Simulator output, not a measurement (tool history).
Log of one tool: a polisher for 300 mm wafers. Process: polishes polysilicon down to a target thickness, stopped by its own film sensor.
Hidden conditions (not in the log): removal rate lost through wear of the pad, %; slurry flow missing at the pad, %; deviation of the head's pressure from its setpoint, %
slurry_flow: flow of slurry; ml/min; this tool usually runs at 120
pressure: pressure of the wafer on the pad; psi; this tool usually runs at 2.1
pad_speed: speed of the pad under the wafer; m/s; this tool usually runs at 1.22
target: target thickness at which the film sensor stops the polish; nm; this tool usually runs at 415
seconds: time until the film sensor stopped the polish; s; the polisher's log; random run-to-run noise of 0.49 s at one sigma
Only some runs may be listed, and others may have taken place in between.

run	hour	slurry_flow	pressure	pad_speed	target	wafers since the last listed run	wafers polished on this pad	hours since the slurry nozzle was cleaned	hours since the head pressure was calibrated	incoming thickness of the incoming film, nm	seconds
1	0.0	120	2.1	1.12	415	0	125	213.2	993.7	774.0	43.2
2	16.9	120	2.1	1.12	415	172	298	230.1	1010.6	786.6	45.0
3	31.7	120	2.1	1.22	415	151	449	244.9	1025.4	783.2	40.7
4	48.0	120	2.1	1.22	415	166	616	261.2	1041.7	789.7	42.4
5	56.0	120	2.1	1.22	415	81	698	269.2	1049.7	790.8	41.0
6	66.5	120	2.1	1.22	415	107	805	279.7	1060.2	793.1	41.4
7	77.5	120	2.1	1.22	415	112	918	290.7	1071.2	799.4	41.8
8	90.1	135	2.1	1.22	415	128	1047	303.3	1083.8	792.5	40.0
9	105.0	120	2.1	1.40	415	152	1199	318.2	1098.7	789.0	35.3
10	120.7	120	2.1	1.40	415	160	1360	333.9	1114.4	790.9	36.0
# hour 128.0: worn pad replaced by a new one
11	146.8	120	2.1	1.40	415	226	191	360.0	1140.5	785.4	34.9
12	161.0	120	2.1	1.22	415	145	337	374.2	1154.7	798.1	42.1
13	169.7	120	2.1	1.22	415	89	426	382.9	1163.4	779.4	38.9
14	176.0	120	2.1	1.22	379	64	490	389.2	1169.7	797.3	45.0
15	183.0	120	2.1	1.22	379	71	562	396.2	1176.7	797.8	45.0
16	192.2	120	2.1	1.22	415	94	656	405.4	1185.9	801.7	41.4
# hour 214.2: slurry nozzle cleaned
17	243.0	120	2.1	1.36	415	509	1166	28.8	1236.7	777.5	34.8
18	255.9	150	1.9	1.58	415	131	1298	41.7	1249.6	788.9	32.1
19	265.7	120	2.1	1.56	286	100	1398	51.5	1259.4	778.6	41.1
# hour 276.8: worn pad replaced by a new one, of another model than before
20	277.3	120	2.1	1.22	415	77	4	63.1	1271.0	793.5	42.3
21	292.4	105	2.1	1.58	415	154	159	78.2	1286.1	794.7	35.8
22	309.8	120	2.1	0.84	415	178	337	95.6	1303.5	778.6	51.2
23	325.6	160	1.4	1.62	306	161	499	111.4	1319.3	797.8	51.9
# hour 328.4: head pressure recalibrated
24	378.2	120	2.1	1.36	489	517	1016	164.0	49.8	792.8	33.6
25	389.5	120	2.1	0.90	415	115	1132	175.3	61.1	789.0	54.6
# hour 399.9: worn pad replaced by a new one
26	405.1	120	2.1	1.22	415	118	53	190.9	76.7	793.4	44.1
27	441.0	100	2.1	1.22	415	367	420	226.8	112.6	775.2	44.2
28	450.2	120	2.1	1.22	415	94	514	236.0	121.8	772.8	41.7
29	456.2	100	1.8	1.08	527	61	576	242.0	127.8	794.6	38.2
30	463.9	120	2.1	1.22	415	78	654	249.7	135.5	774.2	42.7
31	470.0	120	2.1	1.22	415	62	717	255.8	141.6	789.8	44.8
32	490.6	120	2.1	1.64	382	210	928	276.4	162.2	792.2	39.0
33	499.8	120	2.1	1.22	415	94	1022	285.6	171.4	785.9	44.4
34	507.2	120	2.1	1.22	415	75	1097	293.0	178.8	780.2	42.8
35	517.9	150	2.1	1.22	415	109	1207	303.7	189.5	802.3	44.5
36	530.4	120	2.1	1.22	415	127	1335	316.2	202.0	780.3	42.7
# hour 539.6: worn pad replaced by a new one
37	540.6	120	2.1	1.22	462	63	10	326.4	212.2	784.3	37.6

Describe how what the log doesn't record of the tool's condition differs between the last listed run preceding each entry between runs and the first listed run following it.
In the gap between runs 10 and 11: worn pad replaced by a new one (hour 128.0)
  deviation of the head's pressure from its setpoint, %: 8.31 -> 8.79
  what was measured, less what the result would be without the hidden state, seconds: -3.0 -> -3.1 s
In the gap between runs 16 and 17: slurry nozzle cleaned (hour 214.2)
  deviation of the head's pressure from its setpoint, %: 9.66 -> 10.7
  what was measured, less what the result would be without the hidden state, seconds: -4.0 -> -3.8 s
In the gap between runs 19 and 20: worn pad replaced by a new one, of another model than before (hour 276.8)
  deviation of the head's pressure from its setpoint, %: 11.1 -> 11.4
  what was measured, less what the result would be without the hidden state, seconds: -4.5 -> -2.7 s
In the gap between runs 23 and 24: head pressure recalibrated (hour 328.4)
  deviation of the head's pressure from its setpoint, %: 12.4 -> -1.16
  what was measured, less what the result would be without the hidden state, seconds: -3.7 -> +0.2 s
In the gap between runs 25 and 26: worn pad replaced by a new one (hour 399.9)
  deviation of the head's pressure from its setpoint, %: -1.15 -> -1.13
  what was measured, less what the result would be without the hidden state, seconds: +0.4 -> +0.3 s
In the gap between runs 36 and 37: worn pad replaced by a new one (hour 539.6)
  deviation of the head's pressure from its setpoint, %: -0.846 -> -0.812
  what was measured, less what the result would be without the hidden state, seconds: +0.2 -> +0.1 s
